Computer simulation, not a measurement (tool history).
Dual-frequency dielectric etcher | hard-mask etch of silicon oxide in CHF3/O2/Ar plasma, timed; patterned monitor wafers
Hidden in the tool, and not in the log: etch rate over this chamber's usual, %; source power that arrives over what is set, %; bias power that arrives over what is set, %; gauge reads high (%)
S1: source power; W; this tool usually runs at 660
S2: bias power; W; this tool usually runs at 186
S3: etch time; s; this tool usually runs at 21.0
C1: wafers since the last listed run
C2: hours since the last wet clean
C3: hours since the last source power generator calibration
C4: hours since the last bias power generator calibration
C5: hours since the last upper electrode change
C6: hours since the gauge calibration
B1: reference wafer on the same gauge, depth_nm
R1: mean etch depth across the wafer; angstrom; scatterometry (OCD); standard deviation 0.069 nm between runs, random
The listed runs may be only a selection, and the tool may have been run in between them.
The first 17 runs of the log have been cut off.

run 18 hour=233.8 | S1=580 S2=186 S3=17.0 | C1=107 C2=489.0 C3=114.5 C4=63.0 C5=5.9 C6=133.3 | B1=44.21 | R1=360.4
run 19 hour=248.4 | S1=810 S2=173 S3=25.0 | C1=325 C2=503.6 C3=129.1 C4=77.6 C5=20.5 C6=147.9 | B1=44.20 | R1=584.5
-- hour=274.4 wet clean of the chamber
run 20 hour=274.9 | S1=660 S2=156 S3=22.5 | C1=55 C2=0.5 C3=155.6 C4=104.1 C5=47.0 C6=174.4 | B1=44.19 | R1=461.2
run 21 hour=278.3 | S1=760 S2=147 S3=19.0 | C1=75 C2=3.9 C3=159.0 C4=107.5 C5=50.4 C6=177.8 | B1=44.20 | R1=401.5
run 22 hour=294.3 | S1=590 S2=164 S3=25.0 | C1=356 C2=19.9 C3=175.0 C4=123.5 C5=66.4 C6=193.8 | B1=44.16 | R1=500.4
run 23 hour=301.4 | S1=810 S2=186 S3=15.5 | C1=158 C2=27.0 C3=182.1 C4=130.6 C5=73.5 C6=200.9 | B1=44.20 | R1=367.2
run 24 hour=311.9 | S1=740 S2=186 S3=21.0 | C1=234 C2=37.5 C3=192.6 C4=141.1 C5=84.0 C6=211.4 | B1=44.20 | R1=481.4
run 25 hour=325.1 | S1=660 S2=160 S3=24.5 | C1=294 C2=50.7 C3=205.8 C4=154.3 C5=97.2 C6=224.6 | B1=44.19 | R1=507.3
run 26 hour=337.6 | S1=570 S2=153 S3=21.0 | C1=278 C2=63.2 C3=218.3 C4=166.8 C5=109.7 C6=237.1 | B1=44.22 | R1=404.0
run 27 hour=352.1 | S1=660 S2=155 S3=17.0 | C1=323 C2=77.7 C3=232.8 C4=181.3 C5=124.2 C6=251.6 | B1=44.19 | R1=348.1
run 28 hour=363.8 | S1=760 S2=169 S3=17.0 | C1=261 C2=89.4 C3=244.5 C4=193.0 C5=135.9 C6=263.3 | B1=44.19 | R1=379.9
run 29 hour=395.5 | S1=660 S2=164 S3=16.0 | C1=707 C2=121.1 C3=276.2 C4=224.7 C5=167.6 C6=295.0 | B1=44.18 | R1=335.8
run 30 hour=401.6 | S1=770 S2=224 S3=21.0 | C1=136 C2=127.2 C3=282.3 C4=230.8 C5=173.7 C6=301.1 | B1=44.19 | R1=525.7

4 options for the next run, each taken on its own from the tool as it stands now. Forecast them:
run A hour=402.0 | S1=660 S2=186 S3=19.0 | C1=8 C2=127.6 C3=282.7 C4=231.2 C5=174.1 C6=301.5 | B1=? | R1=?
run B hour=402.0 | S1=520 S2=186 S3=23.0 | C1=8 C2=127.6 C3=282.7 C4=231.2 C5=174.1 C6=301.5 | B1=? | R1=?
run C hour=402.0 | S1=660 S2=186 S3=24.0 | C1=8 C2=127.6 C3=282.7 C4=231.2 C5=174.1 C6=301.5 | B1=? | R1=?
run D hour=402.0 | S1=780 S2=150 S3=26.5 | C1=8 C2=127.6 C3=282.7 C4=231.2 C5=174.1 C6=301.5 | B1=? | R1=?

run=A B1=44.17 R1=418.1
run=B B1=44.17 R1=462.3
run=C B1=44.17 R1=528.1
run=D B1=44.17 R1=573.6
With no hidden state in the tool, these same runs would have given:
run=A R1=416.8
run=B R1=460.8
run=C R1=526.5
run=D R1=571.8
